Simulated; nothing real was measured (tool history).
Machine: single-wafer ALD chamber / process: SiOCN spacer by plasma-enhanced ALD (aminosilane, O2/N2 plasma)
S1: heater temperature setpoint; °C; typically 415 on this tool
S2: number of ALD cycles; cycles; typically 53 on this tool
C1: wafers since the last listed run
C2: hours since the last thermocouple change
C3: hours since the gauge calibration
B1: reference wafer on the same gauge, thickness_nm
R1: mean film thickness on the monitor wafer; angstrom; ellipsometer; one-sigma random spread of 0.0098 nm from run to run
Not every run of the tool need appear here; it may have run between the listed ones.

run 1 day=0 | S1=404 S2=49 | C1=0 C2=629.8 C3=360.9 | B1=3.149 | R1=29.08
run 2 day=1.117 | S1=404 S2=49 | C1=158 C2=656.6 C3=387.7 | B1=3.148 | R1=29.14
run 3 day=3.225 | S1=404 S2=49 | C1=300 C2=707.2 C3=438.3 | B1=3.144 | R1=29.24
run 4 day=4.796 | S1=415 S2=57 | C1=223 C2=744.9 C3=476 | B1=3.149 | R1=32.9
run 5 day=6.883 | S1=415 S2=57 | C1=297 C2=795 C3=526.1 | B1=3.148 | R1=33.02
run 6 day=8.383 | S1=415 S2=53 | C1=213 C2=831 C3=562.1 | B1=3.143 | R1=30.69
-- day=9.558 gauge calibrated
run 7 day=10.721 | S1=415 S2=53 | C1=332 C2=887.1 C3=27.9 | B1=3.149 | R1=30.8
run 8 day=11.833 | S1=415 S2=53 | C1=158 C2=913.8 C3=54.6 | B1=3.148 | R1=30.78
run 9 day=13.425 | S1=409 S2=53 | C1=226 C2=952 C3=92.8 | B1=3.149 | R1=31.07
run 10 day=15.229 | S1=409 S2=53 | C1=256 C2=995.3 C3=136.1 | B1=3.151 | R1=31.25
run 11 day=18.95 | S1=409 S2=53 | C1=529 C2=1084.6 C3=225.4 | B1=3.152 | R1=31.2
run 12 day=20.071 | S1=424 S2=53 | C1=159 C2=1111.5 C3=252.3 | B1=3.147 | R1=29.92
run 13 day=22.146 | S1=408 S2=61 | C1=295 C2=1161.3 C3=302.1 | B1=3.149 | R1=36.2
run 14 day=24.929 | S1=415 S2=53 | C1=396 C2=1228.1 C3=368.9 | B1=3.15 | R1=30.97
run 15 day=26.796 | S1=415 S2=53 | C1=265 C2=1272.9 C3=413.7 | B1=3.148 | R1=30.83
-- day=28.125 thermocouple changed; heater temperature recalibrated
run 16 day=28.146 | S1=420 S2=59 | C1=144 C2=0.5 C3=446.1 | B1=3.151 | R1=32.8
run 17 day=29.921 | S1=407 S2=57 | C1=252 C2=43.1 C3=488.7 | B1=3.147 | R1=32.88
run 18 day=31.188 | S1=423 S2=47 | C1=180 C2=73.5 C3=519.1 | B1=3.147 | R1=25.83
run 19 day=34.025 | S1=415 S2=53 | C1=404 C2=141.6 C3=587.2 | B1=3.153 | R1=29.98
-- day=34.462 thermocouple changed; heater temperature recalibrated, repeated, since the last time left the tool worse
-- day=35.821 gauge calibrated
run 20 day=36.188 | S1=404 S2=49 | C1=260 C2=41.4 C3=8.8 | B1=3.147 | R1=29.17
run 21 day=37.683 | S1=424 S2=63 | C1=212 C2=77.3 C3=44.7 | B1=3.153 | R1=35.31
run 22 day=40.538 | S1=425 S2=50 | C1=406 C2=145.8 C3=113.2 | B1=3.144 | R1=28.12
run 23 day=41.642 | S1=409 S2=53 | C1=157 C2=172.3 C3=139.7 | B1=3.151 | R1=31
run 24 day=42.862 | S1=428 S2=60 | C1=173 C2=201.6 C3=169 | B1=3.152 | R1=33.38
run 25 day=44.667 | S1=410 S2=53 | C1=256 C2=244.9 C3=212.3 | B1=3.151 | R1=31.09
run 26 day=46.883 | S1=401 S2=50 | C1=315 C2=298.1 C3=265.5 | B1=3.15 | R1=29.83
run 27 day=49.225 | S1=415 S2=53 | C1=333 C2=354.3 C3=321.7 | B1=3.147 | R1=30.61
run 28 day=51.079 | S1=415 S2=53 | C1=264 C2=398.8 C3=366.2 | B1=3.148 | R1=30.59

3 options for the next run, each taken on its own from the tool as it stands now. Forecast them:
run A day=51.1 | S1=427 S2=53 | C1=2 C2=399.3 C3=366.7 | B1=? | R1=?
run B day=51.1 | S1=408 S2=44 | C1=2 C2=399.3 C3=366.7 | B1=? | R1=?
run C day=51.1 | S1=411 S2=47 | C1=2 C2=399.3 C3=366.7 | B1=? | R1=?

run=A B1=3.15 R1=29.35
run=B B1=3.15 R1=25.69
run=C B1=3.15 R1=27.21
Take away the tool's hidden state, keep each run's random variation, and the runs would have read:
run=A R1=29.35
run=B R1=25.69
run=C R1=27.22

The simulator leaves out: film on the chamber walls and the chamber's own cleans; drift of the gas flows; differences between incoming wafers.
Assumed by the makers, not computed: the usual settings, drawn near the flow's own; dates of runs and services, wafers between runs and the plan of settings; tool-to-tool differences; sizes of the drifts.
